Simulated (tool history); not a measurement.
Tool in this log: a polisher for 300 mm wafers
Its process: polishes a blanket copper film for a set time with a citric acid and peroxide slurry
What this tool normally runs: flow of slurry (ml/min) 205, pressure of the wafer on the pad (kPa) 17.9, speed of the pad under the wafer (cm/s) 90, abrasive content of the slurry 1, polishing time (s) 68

run	hour	flow of slurry (ml/min)	pressure of the wafer on the pad (kPa)	speed of the pad under the wafer (cm/s)	abrasive content of the slurry	polishing time (s)	incoming thickness of the incoming film, nm	film removed (Å)
1	0	205	17.9	90	1	68	1182.1	1278
2	61	205	17.9	90	1	68	1190.1	1226
3	131.7	205	17.9	90	1	68	1207.4	1212
4	188.6	205	17.9	90	1	68	1187.4	1193
# hour 227.1: slurry blender recalibrated
5	227.6	205	17.9	112	1	68	1213.8	1453
6	257.8	205	17.9	112	1	68	1188.3	1463
# hour 286.1: slurry nozzle cleaned
# hour 296.4: worn pad replaced by a new one
7	339.5	205	17.9	90	1	68	1182.3	1244
8	402.2	205	17.9	100	0.85	48	1176.7	956
9	436.2	205	17.9	90	1	68	1176.2	1261
10	490.2	205	14.5	90	1	50	1204	752
11	532.8	205	17.9	90	1	68	1189.7	1212
12	564.9	205	22.1	90	0.75	68	1179.9	1418
13	627.6	205	15.9	78	1	55	1199.7	738
14	658	205	17.9	90	0.8	68	1187.5	1133
# hour 708.5: head pressure recalibrated
15	709	205	13.8	100	1	83	1191.5	1220
# hour 725.6: slurry blender recalibrated
16	773.7	225	17.9	90	1	53	1204.4	875
# hour 780.6: worn pad replaced by a new one
17	845.2	180	12.4	90	1.25	68	1169.1	954
18	896.2	205	22.1	90	1	68	1178.3	1515
19	933.7	205	17.9	90	1	60	1201.4	1073
# hour 985: slurry nozzle cleaned
20	985.5	265	17.9	90	0.9	45	1193.1	817
21	1018.4	185	20	122	1	86	1203.6	2252
22	1066	205	17.9	90	1	68	1183.8	1213
23	1097	165	21.4	110	1	56	1191.7	1380
# hour 1153.6: slurry blender recalibrated
24	1168.7	205	11.7	90	1	68	1177.2	803
# hour 1220.4: worn pad replaced by a new one
25	1234	205	20.7	90	1	80	1211.8	1688
26	1296.9	205	17.9	90	1	68	1185.2	1268
27	1364.1	205	17.9	90	1.25	68	1178.5	1325
28	1403.6	205	17.9	90	1	68	1203.7	1261
29	1474.2	205	16.5	122	1.3	49	1187.8	1154

Alternative continuations, all from the tool just after run 29; predict every row:
A	1474.6	205	17.9	90	1	68	1165.5	?
B	1474.6	205	17.9	90	1.1	68	1165.5	?
C	1474.6	160	17.9	90	1	68	1165.5	?
D	1474.6	180	13.8	78	1	68	1165.5	?
E	1474.6	180	17.9	106	1	55	1165.5	?

run	film removed (Å)
A	1212
B	1233
C	1189
D	827
E	1138
With the hidden condition removed and each run's random variation left untouched, the same runs would have given:
run	film removed (Å)
A	1259
B	1280
C	1235
D	859
E	1182

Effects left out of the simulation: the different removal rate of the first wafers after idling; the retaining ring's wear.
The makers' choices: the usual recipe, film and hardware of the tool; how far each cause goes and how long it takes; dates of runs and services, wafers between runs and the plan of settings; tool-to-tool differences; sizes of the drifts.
